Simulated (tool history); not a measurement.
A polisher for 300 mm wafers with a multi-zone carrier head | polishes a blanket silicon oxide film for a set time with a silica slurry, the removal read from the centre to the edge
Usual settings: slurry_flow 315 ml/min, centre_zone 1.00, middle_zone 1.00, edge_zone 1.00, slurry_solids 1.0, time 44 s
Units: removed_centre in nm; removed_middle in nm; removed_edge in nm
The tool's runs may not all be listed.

run,hour,slurry_flow,centre_zone,middle_zone,edge_zone,slurry_solids,time,"incoming thickness of the incoming film, nm",removed_centre,removed_middle,removed_edge
1,0.0,315,1.00,1.00,1.00,1.0,44,1796.2,110.7,108.3,104.9
2,45.4,315,1.00,1.00,1.00,1.0,44,1824.9,110.4,107.9,105.7
3,88.3,315,1.00,1.00,1.00,1.0,44,1830.5,111.3,106.5,105.6
# hour 93.8: edge zone pressure recalibrated
4,167.2,315,1.04,1.00,1.00,1.0,44,1823.8,116.1,108.0,105.3
5,210.7,315,1.00,1.00,1.00,1.0,44,1848.0,111.2,109.2,106.3
6,262.8,315,1.00,1.00,1.00,1.0,44,1851.3,112.9,110.4,106.4
7,320.5,315,0.90,1.00,1.08,1.2,44,1829.4,111.3,118.9,120.4
# hour 329.6: worn pad replaced by a new one
8,425.2,315,1.00,1.12,1.00,1.0,44,1839.5,115.4,119.6,107.4
# hour 432.4: carrier head's membrane replaced by a new one
# hour 486.9: slurry nozzle cleaned
9,524.5,315,1.00,1.09,0.90,1.0,44,1796.8,116.3,116.9,97.9
# hour 555.1: centre zone pressure recalibrated
10,620.8,315,1.08,1.05,1.00,1.0,44,1829.1,114.9,112.4,106.7
11,723.1,315,1.00,0.91,0.90,1.0,40,1840.0,98.5,91.4,90.2
12,821.5,315,1.00,1.00,0.88,1.0,37,1810.9,91.6,90.9,82.5
13,858.6,315,1.00,1.00,1.05,1.0,44,1835.9,110.6,111.3,109.4
# hour 888.1: edge zone pressure recalibrated
14,951.1,315,1.00,1.00,1.00,1.0,44,1851.9,110.9,110.1,104.8
# hour 1012.8: worn pad replaced by a new one
15,1057.5,285,1.00,1.00,1.06,1.0,44,1838.1,112.6,108.3,108.4
16,1094.9,270,1.00,1.00,1.00,1.0,38,1816.1,96.7,93.5,90.7
17,1158.4,405,1.00,1.00,1.00,1.0,44,1831.6,116.3,111.6,108.1
18,1209.2,315,0.88,1.00,1.00,1.1,44,1840.7,106.8,113.2,110.6
# hour 1257.2: slurry nozzle cleaned
19,1306.5,315,1.00,1.00,1.00,1.0,44,1848.2,116.5,109.0,106.2
# hour 1312.4: centre zone pressure recalibrated
20,1342.8,315,1.00,1.00,1.00,1.0,44,1830.5,104.8,108.7,105.6
# hour 1456.4: carrier head's membrane replaced by a new one
21,1472.5,315,1.08,1.04,1.00,1.0,35,1863.9,94.3,90.3,84.2
22,1558.2,315,1.00,1.00,1.00,1.0,44,1852.0,110.3,107.8,103.9

3 ways to go on from here, each from the tool as it stands after run 22. What would each give?
A,1558.6,400,1.00,1.00,1.00,1.0,44,1837.6,?,?,?
B,1558.6,230,1.00,1.00,1.00,0.9,44,1837.6,?,?,?
C,1558.6,315,0.90,1.00,1.00,0.8,39,1837.6,?,?,?

run,removed_centre,removed_middle,removed_edge
A,111.6,111.5,104.4
B,100.2,100.5,95.1
C,76.7,85.4,80.2
Without the tool's hidden state the same runs would have given:
run,removed_centre,removed_middle,removed_edge
A,107.1,111.5,104.4
B,96.1,100.6,95.1
C,73.5,85.4,80.2

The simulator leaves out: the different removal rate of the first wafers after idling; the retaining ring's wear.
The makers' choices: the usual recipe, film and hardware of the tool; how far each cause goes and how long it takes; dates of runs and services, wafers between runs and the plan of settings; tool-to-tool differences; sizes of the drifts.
